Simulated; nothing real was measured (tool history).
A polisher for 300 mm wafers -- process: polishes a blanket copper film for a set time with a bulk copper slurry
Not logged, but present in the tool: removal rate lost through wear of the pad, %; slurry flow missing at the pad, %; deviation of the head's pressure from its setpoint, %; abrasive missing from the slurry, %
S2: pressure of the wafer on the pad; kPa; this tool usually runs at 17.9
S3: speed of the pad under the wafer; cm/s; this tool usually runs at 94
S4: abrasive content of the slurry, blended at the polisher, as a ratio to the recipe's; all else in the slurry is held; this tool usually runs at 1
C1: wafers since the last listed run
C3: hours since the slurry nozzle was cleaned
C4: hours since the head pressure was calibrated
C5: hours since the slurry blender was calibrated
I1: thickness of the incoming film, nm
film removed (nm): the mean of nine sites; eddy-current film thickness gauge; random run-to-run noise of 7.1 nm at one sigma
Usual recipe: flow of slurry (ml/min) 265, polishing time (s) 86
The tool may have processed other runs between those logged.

run 1 hour=0 | flow_of_slurry_(ml/min)=265 S2=17.9 S3=94 S4=1 polishing_time_(s)=86 | C1=0 wafers_polished_on_this_pad=1472 C3=530.5 C4=173.4 C5=98.6 | I1=4165.7 | film_removed_(nm)=648.8
run 2 hour=38.5 | flow_of_slurry_(ml/min)=300 S2=17.9 S3=76 S4=1 polishing_time_(s)=86 | C1=220 wafers_polished_on_this_pad=1692 C3=569 C4=211.9 C5=137.1 | I1=4109.1 | film_removed_(nm)=544.5
-- hour=54.7 worn pad replaced by a new one
run 3 hour=85.4 | flow_of_slurry_(ml/min)=265 S2=17.9 S3=94 S4=1 polishing_time_(s)=86 | C1=245 wafers_polished_on_this_pad=175 C3=615.9 C4=258.8 C5=184 | I1=4176 | film_removed_(nm)=651.9
run 4 hour=140.1 | flow_of_slurry_(ml/min)=265 S2=17.9 S3=94 S4=1 polishing_time_(s)=86 | C1=313 wafers_polished_on_this_pad=488 C3=670.6 C4=313.5 C5=238.7 | I1=4188.7 | film_removed_(nm)=663.4
run 5 hour=172.4 | flow_of_slurry_(ml/min)=265 S2=17.9 S3=94 S4=1 polishing_time_(s)=86 | C1=184 wafers_polished_on_this_pad=673 C3=702.9 C4=345.8 C5=271 | I1=4137.9 | film_removed_(nm)=667
-- hour=195.4 slurry blender recalibrated
run 6 hour=236.4 | flow_of_slurry_(ml/min)=235 S2=17.9 S3=94 S4=1 polishing_time_(s)=86 | C1=354 wafers_polished_on_this_pad=1028 C3=766.9 C4=409.8 C5=41 | I1=4170.3 | film_removed_(nm)=655.2
run 7 hour=270 | flow_of_slurry_(ml/min)=235 S2=17.9 S3=94 S4=1 polishing_time_(s)=86 | C1=192 wafers_polished_on_this_pad=1221 C3=800.5 C4=443.4 C5=74.6 | I1=4120.4 | film_removed_(nm)=652.7
-- hour=301.9 slurry nozzle cleaned
run 8 hour=303.2 | flow_of_slurry_(ml/min)=265 S2=17.9 S3=94 S4=0.95 polishing_time_(s)=86 | C1=184 wafers_polished_on_this_pad=1405 C3=1.3 C4=476.6 C5=107.8 | I1=4251.8 | film_removed_(nm)=654.5
run 9 hour=334.2 | flow_of_slurry_(ml/min)=265 S2=17.9 S3=94 S4=0.95 polishing_time_(s)=86 | C1=177 wafers_polished_on_this_pad=1582 C3=32.3 C4=507.6 C5=138.8 | I1=4131.9 | film_removed_(nm)=670.2
run 10 hour=395.8 | flow_of_slurry_(ml/min)=265 S2=17.9 S3=94 S4=0.95 polishing_time_(s)=86 | C1=352 wafers_polished_on_this_pad=1935 C3=93.9 C4=569.2 C5=200.4 | I1=4137.4 | film_removed_(nm)=656.2
-- hour=402.6 worn pad replaced by a new one, of another model than before
run 11 hour=429.8 | flow_of_slurry_(ml/min)=285 S2=17.9 S3=94 S4=1 polishing_time_(s)=86 | C1=171 wafers_polished_on_this_pad=155 C3=127.9 C4=603.2 C5=234.4 | I1=4258.2 | film_removed_(nm)=675.1
run 12 hour=461.5 | flow_of_slurry_(ml/min)=285 S2=17.9 S3=94 S4=1 polishing_time_(s)=86 | C1=181 wafers_polished_on_this_pad=337 C3=159.6 C4=634.9 C5=266.1 | I1=4157.8 | film_removed_(nm)=676.1
-- hour=484.5 slurry blender recalibrated
run 13 hour=488.3 | flow_of_slurry_(ml/min)=285 S2=17.9 S3=94 S4=1 polishing_time_(s)=86 | C1=141 wafers_polished_on_this_pad=479 C3=186.4 C4=661.7 C5=3.8 | I1=4189 | film_removed_(nm)=685.5
run 14 hour=527.2 | flow_of_slurry_(ml/min)=265 S2=17.9 S3=94 S4=1 polishing_time_(s)=86 | C1=222 wafers_polished_on_this_pad=701 C3=225.3 C4=700.6 C5=42.7 | I1=4235.9 | film_removed_(nm)=669.1
run 15 hour=566.5 | flow_of_slurry_(ml/min)=265 S2=17.9 S3=94 S4=1 polishing_time_(s)=86 | C1=224 wafers_polished_on_this_pad=926 C3=264.6 C4=739.9 C5=82 | I1=4183.4 | film_removed_(nm)=674.2
run 16 hour=620.8 | flow_of_slurry_(ml/min)=265 S2=17.9 S3=86 S4=1 polishing_time_(s)=73 | C1=310 wafers_polished_on_this_pad=1237 C3=318.9 C4=794.2 C5=136.3 | I1=4209.4 | film_removed_(nm)=534.5
run 17 hour=656 | flow_of_slurry_(ml/min)=265 S2=17.9 S3=94 S4=1 polishing_time_(s)=86 | C1=201 wafers_polished_on_this_pad=1439 C3=354.1 C4=829.4 C5=171.5 | I1=4209.2 | film_removed_(nm)=673.2
run 18 hour=684.8 | flow_of_slurry_(ml/min)=265 S2=17.9 S3=94 S4=1 polishing_time_(s)=108 | C1=164 wafers_polished_on_this_pad=1603 C3=382.9 C4=858.2 C5=200.3 | I1=4117.8 | film_removed_(nm)=863.6
-- hour=704 worn pad replaced by a new one
run 19 hour=732.1 | flow_of_slurry_(ml/min)=265 S2=17.9 S3=94 S4=1 polishing_time_(s)=86 | C1=247 wafers_polished_on_this_pad=161 C3=430.2 C4=905.5 C5=247.6 | I1=4192.2 | film_removed_(nm)=687.5
run 20 hour=779.9 | flow_of_slurry_(ml/min)=265 S2=20 S3=112 S4=1 polishing_time_(s)=62 | C1=273 wafers_polished_on_this_pad=434 C3=478 C4=953.3 C5=295.4 | I1=4144.1 | film_removed_(nm)=606.2
-- hour=790.5 slurry blender recalibrated
run 21 hour=833.8 | flow_of_slurry_(ml/min)=340 S2=17.9 S3=64 S4=1 polishing_time_(s)=86 | C1=297 wafers_polished_on_this_pad=731 C3=531.9 C4=1007.2 C5=43.3 | I1=4201 | film_removed_(nm)=515.1
run 22 hour=1011.4 | flow_of_slurry_(ml/min)=265 S2=17.9 S3=94 S4=1 polishing_time_(s)=86 | C1=1016 wafers_polished_on_this_pad=1748 C3=709.5 C4=1184.8 C5=220.9 | I1=4149 | film_removed_(nm)=693.8
-- hour=1023.3 head pressure recalibrated
run 23 hour=1046.7 | flow_of_slurry_(ml/min)=190 S2=14.5 S3=126 S4=1 polishing_time_(s)=98 | C1=190 wafers_polished_on_this_pad=1939 C3=744.8 C4=23.4 C5=256.2 | I1=4161.3 | film_removed_(nm)=793.6
-- hour=1063.6 worn pad replaced by a new one
run 24 hour=1074.4 | flow_of_slurry_(ml/min)=305 S2=17.9 S3=94 S4=1 polishing_time_(s)=86 | C1=135 wafers_polished_on_this_pad=61 C3=772.5 C4=51.1 C5=283.9 | I1=4209.6 | film_removed_(nm)=664.9
-- hour=1096.8 slurry blender recalibrated
run 25 hour=1136.4 | flow_of_slurry_(ml/min)=265 S2=17.9 S3=94 S4=1 polishing_time_(s)=86 | C1=343 wafers_polished_on_this_pad=405 C3=834.5 C4=113.1 C5=39.6 | I1=4261.7 | film_removed_(nm)=657.6
-- hour=1170.5 slurry nozzle cleaned
run 26 hour=1182.9 | flow_of_slurry_(ml/min)=265 S2=17.9 S3=112 S4=1 polishing_time_(s)=86 | C1=260 wafers_polished_on_this_pad=665 C3=12.4 C4=159.6 C5=86.1 | I1=4197.2 | film_removed_(nm)=764.2
run 27 hour=1218.2 | flow_of_slurry_(ml/min)=265 S2=17.9 S3=94 S4=1 polishing_time_(s)=86 | C1=202 wafers_polished_on_this_pad=867 C3=47.7 C4=194.9 C5=121.4 | I1=4188.3 | film_removed_(nm)=670.3
run 28 hour=1254.8 | flow_of_slurry_(ml/min)=265 S2=17.9 S3=94 S4=0.9 polishing_time_(s)=61 | C1=209 wafers_polished_on_this_pad=1077 C3=84.3 C4=231.5 C5=158 | I1=4155.2 | film_removed_(nm)=467.9

What does the tool deliver on the next run?
run 29 hour=1299.2 | flow_of_slurry_(ml/min)=335 S2=17.9 S3=94 S4=1 polishing_time_(s)=86 | C1=254 wafers_polished_on_this_pad=1331 C3=128.7 C4=275.9 C5=202.4 | I1=4267.5 | film_removed_(nm)=?

{"run 29": {"film removed (nm)": 689.6}}
With no hidden state in the tool, this same run would have given film removed (nm) 671.8.
